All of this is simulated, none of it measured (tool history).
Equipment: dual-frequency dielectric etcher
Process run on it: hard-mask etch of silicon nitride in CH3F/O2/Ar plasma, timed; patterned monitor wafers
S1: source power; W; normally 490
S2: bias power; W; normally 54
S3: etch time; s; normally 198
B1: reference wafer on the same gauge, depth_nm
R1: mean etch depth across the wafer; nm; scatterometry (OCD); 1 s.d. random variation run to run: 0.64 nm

{"run": 1, "hour": 0.0, "S1": 490, "S2": 54, "S3": 198, "B1": 121.9, "R1": 130.9}
{"run": 2, "hour": 11.6, "S1": 490, "S2": 54, "S3": 198, "B1": 122, "R1": 130.4}
{"run": 3, "hour": 29.6, "S1": 550, "S2": 54, "S3": 198, "B1": 121.9, "R1": 139.1}
{"run": 4, "hour": 38.8, "S1": 490, "S2": 54, "S3": 160.5, "B1": 122, "R1": 105.1}
{"run": 5, "hour": 55.7, "S1": 490, "S2": 54, "S3": 160.5, "B1": 121.9, "R1": 104.7}
{"run": 6, "hour": 65.8, "S1": 490, "S2": 51, "S3": 198, "B1": 121.9, "R1": 125.5}
{"run": 7, "hour": 80.9, "S1": 490, "S2": 54, "S3": 173.5, "B1": 122, "R1": 112.5}
{"run": 8, "hour": 94.9, "S1": 490, "S2": 54, "S3": 173.5, "B1": 122, "R1": 112}
{"run": 9, "hour": 110.6, "S1": 490, "S2": 54, "S3": 198, "B1": 122, "R1": 128.5}
{"run": 10, "hour": 121.9, "S1": 490, "S2": 54, "S3": 198, "B1": 122, "R1": 128.3}
{"hour": 135.2, "done": "bias power generator calibrated"}
{"run": 11, "hour": 135.7, "S1": 490, "S2": 54, "S3": 198, "B1": 122, "R1": 128.3}
{"hour": 147.0, "done": "gauge calibrated"}
{"hour": 156.6, "done": "source power generator calibrated"}
{"hour": 160.1, "done": "upper electrode replaced, of another model than before"}
{"hour": 181.3, "done": "wet clean of the chamber"}
{"run": 12, "hour": 182.8, "S1": 550, "S2": 65, "S3": 198, "B1": 122, "R1": 161.7}
{"run": 13, "hour": 196.3, "S1": 550, "S2": 65, "S3": 198, "B1": 122, "R1": 162.5}
{"run": 14, "hour": 213.9, "S1": 490, "S2": 54, "S3": 198, "B1": 122, "R1": 134.5}
{"run": 15, "hour": 231.6, "S1": 530, "S2": 54, "S3": 158.5, "B1": 122, "R1": 110.7}
{"run": 16, "hour": 243.7, "S1": 530, "S2": 44, "S3": 240.5, "B1": 122, "R1": 137.5}
{"run": 17, "hour": 250.9, "S1": 490, "S2": 42, "S3": 156, "B1": 122, "R1": 81.9}
{"run": 18, "hour": 267.0, "S1": 400, "S2": 49, "S3": 198, "B1": 122, "R1": 113.8}
{"run": 19, "hour": 274.3, "S1": 490, "S2": 54, "S3": 198, "B1": 122, "R1": 134.8}
{"run": 20, "hour": 288.1, "S1": 490, "S2": 65, "S3": 198, "B1": 122.2, "R1": 154.4}
{"run": 21, "hour": 301.8, "S1": 560, "S2": 59, "S3": 198, "B1": 122, "R1": 150.1}
{"run": 22, "hour": 308.5, "S1": 490, "S2": 54, "S3": 198, "B1": 121.9, "R1": 132.3}

Below are 3 alternative next runs, each starting from the tool's condition after run 22. Predict each:
{"run": "A", "hour": 309.0, "S1": 490, "S2": 54, "S3": 198, "B1": "?", "R1": "?"}
{"run": "B", "hour": 309.0, "S1": 530, "S2": 54, "S3": 144, "B1": "?", "R1": "?"}
{"run": "C", "hour": 309.0, "S1": 570, "S2": 45, "S3": 233.5, "B1": "?", "R1": "?"}

run=A B1=121.9 R1=132.8
run=B B1=121.9 R1=99.1
run=C B1=121.9 R1=138.9
Without the tool's hidden state the same runs would have given:
run=A R1=135.8
run=B R1=101.3
run=C R1=142.1

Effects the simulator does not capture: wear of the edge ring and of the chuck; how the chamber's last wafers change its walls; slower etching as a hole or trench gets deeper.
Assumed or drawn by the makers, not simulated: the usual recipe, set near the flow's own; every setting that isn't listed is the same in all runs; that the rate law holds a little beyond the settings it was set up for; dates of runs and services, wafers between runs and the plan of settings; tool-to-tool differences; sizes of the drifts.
